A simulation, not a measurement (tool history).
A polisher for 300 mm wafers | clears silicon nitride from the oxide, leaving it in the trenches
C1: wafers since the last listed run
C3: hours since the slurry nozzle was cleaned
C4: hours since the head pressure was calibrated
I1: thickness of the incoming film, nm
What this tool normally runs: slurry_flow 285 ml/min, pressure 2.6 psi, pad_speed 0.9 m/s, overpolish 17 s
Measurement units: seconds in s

{"run": 1, "day": 0.0, "slurry_flow": 285, "pressure": 2.2, "pad_speed": 0.9, "overpolish": 17, "C1": 0, "wafers polished on this pad": 1968, "C3": 382.2, "C4": 615.4, "I1": 54.6, "seconds": 89.8}
{"run": 2, "day": 2.975, "slurry_flow": 285, "pressure": 2.6, "pad_speed": 0.9, "overpolish": 17, "C1": 364, "wafers polished on this pad": 2332, "C3": 453.6, "C4": 686.8, "I1": 55.5, "seconds": 78}
{"day": 3.308, "done": "slurry nozzle cleaned"}
{"day": 4.042, "done": "worn pad replaced by a new one"}
{"run": 3, "day": 4.575, "slurry_flow": 285, "pressure": 2.6, "pad_speed": 0.9, "overpolish": 17, "C1": 170, "wafers polished on this pad": 65, "C3": 30.4, "C4": 725.2, "I1": 54.3, "seconds": 71.5}
{"run": 4, "day": 7.2, "slurry_flow": 285, "pressure": 2.6, "pad_speed": 0.9, "overpolish": 17, "C1": 321, "wafers polished on this pad": 386, "C3": 93.4, "C4": 788.2, "I1": 54.3, "seconds": 70.3}
{"run": 5, "day": 8.746, "slurry_flow": 285, "pressure": 3.3, "pad_speed": 0.9, "overpolish": 17, "C1": 189, "wafers polished on this pad": 575, "C3": 130.5, "C4": 825.3, "I1": 55.3, "seconds": 57.2}
{"run": 6, "day": 10.525, "slurry_flow": 285, "pressure": 2.6, "pad_speed": 0.9, "overpolish": 17, "C1": 217, "wafers polished on this pad": 793, "C3": 173.2, "C4": 868, "I1": 55.2, "seconds": 73.7}
{"run": 7, "day": 12.917, "slurry_flow": 285, "pressure": 2.6, "pad_speed": 0.9, "overpolish": 17, "C1": 292, "wafers polished on this pad": 1086, "C3": 230.6, "C4": 925.4, "I1": 54.4, "seconds": 73.1}
{"run": 8, "day": 14.838, "slurry_flow": 285, "pressure": 2.6, "pad_speed": 0.9, "overpolish": 17, "C1": 235, "wafers polished on this pad": 1321, "C3": 276.7, "C4": 971.5, "I1": 54.2, "seconds": 73.4}
{"run": 9, "day": 17.262, "slurry_flow": 285, "pressure": 2.6, "pad_speed": 0.9, "overpolish": 17, "C1": 296, "wafers polished on this pad": 1618, "C3": 334.9, "C4": 1029.7, "I1": 55.6, "seconds": 76}
{"day": 17.558, "done": "head pressure recalibrated"}
{"run": 10, "day": 18.525, "slurry_flow": 285, "pressure": 2.6, "pad_speed": 0.9, "overpolish": 17, "C1": 144, "wafers polished on this pad": 1763, "C3": 365.2, "C4": 23.2, "I1": 54.8, "seconds": 76.3}
{"run": 11, "day": 21.467, "slurry_flow": 285, "pressure": 2.6, "pad_speed": 0.9, "overpolish": 17, "C1": 360, "wafers polished on this pad": 2123, "C3": 435.8, "C4": 93.8, "I1": 55.6, "seconds": 78.8}
{"day": 21.996, "done": "worn pad replaced by a new one"}
{"run": 12, "day": 22.671, "slurry_flow": 220, "pressure": 2, "pad_speed": 0.9, "overpolish": 17, "C1": 127, "wafers polished on this pad": 82, "C3": 464.7, "C4": 122.7, "I1": 55.8, "seconds": 111.2}
{"day": 22.838, "done": "slurry nozzle cleaned"}
{"run": 13, "day": 23.967, "slurry_flow": 285, "pressure": 2.6, "pad_speed": 0.9, "overpolish": 17, "C1": 153, "wafers polished on this pad": 236, "C3": 27.1, "C4": 153.8, "I1": 54.5, "seconds": 72}
{"run": 14, "day": 26.704, "slurry_flow": 285, "pressure": 2.6, "pad_speed": 0.9, "overpolish": 17, "C1": 335, "wafers polished on this pad": 571, "C3": 92.8, "C4": 219.5, "I1": 54.9, "seconds": 72.9}
{"run": 15, "day": 28.533, "slurry_flow": 250, "pressure": 2.6, "pad_speed": 0.9, "overpolish": 17, "C1": 223, "wafers polished on this pad": 795, "C3": 136.7, "C4": 263.4, "I1": 54.6, "seconds": 72.7}
{"run": 16, "day": 31.004, "slurry_flow": 250, "pressure": 2.6, "pad_speed": 0.9, "overpolish": 17, "C1": 302, "wafers polished on this pad": 1097, "C3": 196, "C4": 322.7, "I1": 55.6, "seconds": 75.4}
{"run": 17, "day": 33.821, "slurry_flow": 285, "pressure": 2.6, "pad_speed": 0.64, "overpolish": 17, "C1": 344, "wafers polished on this pad": 1442, "C3": 263.6, "C4": 390.3, "I1": 55, "seconds": 101.4}
{"run": 18, "day": 36.104, "slurry_flow": 285, "pressure": 2.6, "pad_speed": 0.9, "overpolish": 17, "C1": 279, "wafers polished on this pad": 1722, "C3": 318.4, "C4": 445.1, "I1": 55.2, "seconds": 73.5}
{"run": 19, "day": 37.488, "slurry_flow": 285, "pressure": 3, "pad_speed": 0.76, "overpolish": 11, "C1": 169, "wafers polished on this pad": 1891, "C3": 351.6, "C4": 478.3, "I1": 55.9, "seconds": 77.9}
{"day": 39.154, "done": "worn pad replaced by a new one"}
{"run": 20, "day": 39.621, "slurry_flow": 285, "pressure": 2.6, "pad_speed": 0.9, "overpolish": 17, "C1": 240, "wafers polished on this pad": 56, "C3": 402.8, "C4": 529.5, "I1": 54.6, "seconds": 75.6}
{"day": 41.296, "done": "slurry nozzle cleaned"}
{"run": 21, "day": 41.529, "slurry_flow": 255, "pressure": 2, "pad_speed": 0.7, "overpolish": 14, "C1": 228, "wafers polished on this pad": 285, "C3": 5.6, "C4": 575.3, "I1": 54.8, "seconds": 121.2}
{"run": 22, "day": 43.238, "slurry_flow": 335, "pressure": 3, "pad_speed": 1.02, "overpolish": 17, "C1": 209, "wafers polished on this pad": 494, "C3": 46.6, "C4": 616.3, "I1": 55.8, "seconds": 54.5}
{"run": 23, "day": 45.079, "slurry_flow": 235, "pressure": 2.6, "pad_speed": 0.9, "overpolish": 7, "C1": 225, "wafers polished on this pad": 720, "C3": 90.8, "C4": 660.5, "I1": 55.3, "seconds": 74.6}
{"run": 24, "day": 46.571, "slurry_flow": 285, "pressure": 2.6, "pad_speed": 0.9, "overpolish": 20, "C1": 182, "wafers polished on this pad": 902, "C3": 126.6, "C4": 696.3, "I1": 55.4, "seconds": 71.4}
{"run": 25, "day": 49.125, "slurry_flow": 340, "pressure": 2.6, "pad_speed": 0.9, "overpolish": 17, "C1": 312, "wafers polished on this pad": 1215, "C3": 187.9, "C4": 757.6, "I1": 55.5, "seconds": 71.5}
{"run": 26, "day": 51.042, "slurry_flow": 220, "pressure": 3.3, "pad_speed": 0.68, "overpolish": 17, "C1": 234, "wafers polished on this pad": 1450, "C3": 233.9, "C4": 803.6, "I1": 55.2, "seconds": 79.3}
{"run": 27, "day": 52.8, "slurry_flow": 285, "pressure": 2.6, "pad_speed": 0.9, "overpolish": 17, "C1": 215, "wafers polished on this pad": 1665, "C3": 276.1, "C4": 845.8, "I1": 54.6, "seconds": 72.1}
{"run": 28, "day": 55.233, "slurry_flow": 285, "pressure": 3, "pad_speed": 1.06, "overpolish": 24, "C1": 297, "wafers polished on this pad": 1963, "C3": 334.5, "C4": 904.2, "I1": 55.1, "seconds": 54.3}
{"day": 56.521, "done": "head pressure recalibrated"}
{"run": 29, "day": 57.375, "slurry_flow": 285, "pressure": 2.6, "pad_speed": 0.6, "overpolish": 17, "C1": 252, "wafers polished on this pad": 2215, "C3": 385.9, "C4": 20.5, "I1": 54.4, "seconds": 110.2}
{"day": 57.75, "done": "slurry nozzle cleaned"}
{"run": 30, "day": 58.642, "slurry_flow": 225, "pressure": 3.3, "pad_speed": 1.02, "overpolish": 20, "C1": 149, "wafers polished on this pad": 2365, "C3": 21.4, "C4": 50.9, "I1": 55.2, "seconds": 50.5}
{"day": 60.25, "done": "worn pad replaced by a new one"}
{"run": 31, "day": 62.7, "slurry_flow": 285, "pressure": 2.6, "pad_speed": 0.9, "overpolish": 17, "C1": 476, "wafers polished on this pad": 299, "C3": 118.8, "C4": 148.3, "I1": 54.4, "seconds": 70.9}
{"run": 32, "day": 63.717, "slurry_flow": 285, "pressure": 2.6, "pad_speed": 0.9, "overpolish": 17, "C1": 124, "wafers polished on this pad": 424, "C3": 143.2, "C4": 172.7, "I1": 54.4, "seconds": 70.9}
{"run": 33, "day": 66.371, "slurry_flow": 285, "pressure": 2.6, "pad_speed": 1.08, "overpolish": 9, "C1": 324, "wafers polished on this pad": 749, "C3": 206.9, "C4": 236.4, "I1": 55.5, "seconds": 61.3}
{"run": 34, "day": 68.683, "slurry_flow": 220, "pressure": 2.6, "pad_speed": 0.82, "overpolish": 17, "C1": 283, "wafers polished on this pad": 1032, "C3": 262.4, "C4": 291.9, "I1": 54.6, "seconds": 82.9}
{"run": 35, "day": 76.829, "slurry_flow": 200, "pressure": 2.6, "pad_speed": 0.9, "overpolish": 13, "C1": 997, "wafers polished on this pad": 2029, "C3": 457.9, "C4": 487.4, "I1": 55.9, "seconds": 83.6}
{"run": 36, "day": 78.0, "slurry_flow": 285, "pressure": 2.6, "pad_speed": 0.9, "overpolish": 24, "C1": 143, "wafers polished on this pad": 2173, "C3": 486, "C4": 515.5, "I1": 54.6, "seconds": 75.4}
{"day": 78.621, "done": "slurry nozzle cleaned"}
{"run": 37, "day": 80.25, "slurry_flow": 285, "pressure": 2.6, "pad_speed": 0.9, "overpolish": 17, "C1": 270, "wafers polished on this pad": 2443, "C3": 39.1, "C4": 569.5, "I1": 54.9, "seconds": 71.8}

Forecast each of these 4 alternatives for the next run:
{"run": "A", "day": 80.271, "slurry_flow": 285, "pressure": 2.6, "pad_speed": 0.9, "overpolish": 17, "C1": 2, "wafers polished on this pad": 2446, "C3": 39.6, "C4": 570, "I1": 55, "seconds": "?"}
{"run": "B", "day": 80.271, "slurry_flow": 285, "pressure": 2.6, "pad_speed": 0.74, "overpolish": 17, "C1": 2, "wafers polished on this pad": 2446, "C3": 39.6, "C4": 570, "I1": 55, "seconds": "?"}
{"run": "C", "day": 80.271, "slurry_flow": 195, "pressure": 2.6, "pad_speed": 1.1, "overpolish": 11, "C1": 2, "wafers polished on this pad": 2446, "C3": 39.6, "C4": 570, "I1": 55, "seconds": "?"}
{"run": "D", "day": 80.271, "slurry_flow": 245, "pressure": 2.6, "pad_speed": 0.9, "overpolish": 17, "C1": 2, "wafers polished on this pad": 2446, "C3": 39.6, "C4": 570, "I1": 55, "seconds": "?"}

run=A seconds=70.8
run=B seconds=86.1
run=C seconds=61.1
run=D seconds=72.1
Stripped of hidden state, with their random variation kept, the same runs would have yielded:
run=A seconds=70.3
run=B seconds=85.4
run=C seconds=60.4
run=D seconds=71.5
